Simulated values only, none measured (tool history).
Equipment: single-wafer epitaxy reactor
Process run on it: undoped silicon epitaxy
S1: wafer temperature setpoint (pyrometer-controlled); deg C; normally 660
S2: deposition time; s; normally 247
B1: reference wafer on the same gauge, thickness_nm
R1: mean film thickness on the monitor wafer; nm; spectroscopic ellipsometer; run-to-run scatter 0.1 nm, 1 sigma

| run | day | S1 | S2 | B1 | R1 |
|---|---|---|---|---|---|
| 1 | 0.000 | 663 | 247 | 54.798 | 67.729 |
| 2 | 0.425 | 663 | 247 | 54.755 | 67.893 |
| 3 | 1.004 | 660 | 247 | 54.787 | 63.250 |
| 4 | 1.412 | 660 | 247 | 54.801 | 63.474 |
| 5 | 2.088 | 651 | 234 | 54.795 | 48.251 |
| 6 | 2.429 | 660 | 247 | 54.809 | 63.575 |
|  | 2.908 | gauge calibrated |
| 7 | 3.167 | 660 | 247 | 54.831 | 63.714 |
| 8 | 3.879 | 660 | 247 | 54.758 | 63.660 |
| 9 | 4.375 | 666 | 208 | 54.797 | 62.056 |
|  | 5.358 | pyrometer calibrated |
| 10 | 5.379 | 660 | 247 | 54.798 | 54.385 |
| 11 | 5.392 | 674 | 289 | 54.786 | 88.959 |
| 12 | 5.821 | 671 | 279 | 54.806 | 80.088 |
| 13 | 6.412 | 670 | 212 | 54.750 | 59.295 |
| 14 | 6.804 | 660 | 283 | 54.843 | 62.326 |
| 15 | 7.062 | 660 | 247 | 54.765 | 54.488 |

Some steps in R1 between neighbouring runs. How much of each would the tool show without its hidden state too (settings, what came in, random variation), and how much is left for the hidden state, with any gauge scatter that isn't in both results?
The hidden state here: wafer temperature above the value expected at the setpoint (K); gauge reads high (%).
Run 9 -> 10: S1 666 -> 660, S2 208 -> 247, pyrometer calibrated. R1 -7.671 nm: hidden state -9.115, all else +1.444.
Run 10 -> 11: S1 660 -> 674, S2 247 -> 289. R1 +34.574 nm: hidden state -0.132, all else +34.706.

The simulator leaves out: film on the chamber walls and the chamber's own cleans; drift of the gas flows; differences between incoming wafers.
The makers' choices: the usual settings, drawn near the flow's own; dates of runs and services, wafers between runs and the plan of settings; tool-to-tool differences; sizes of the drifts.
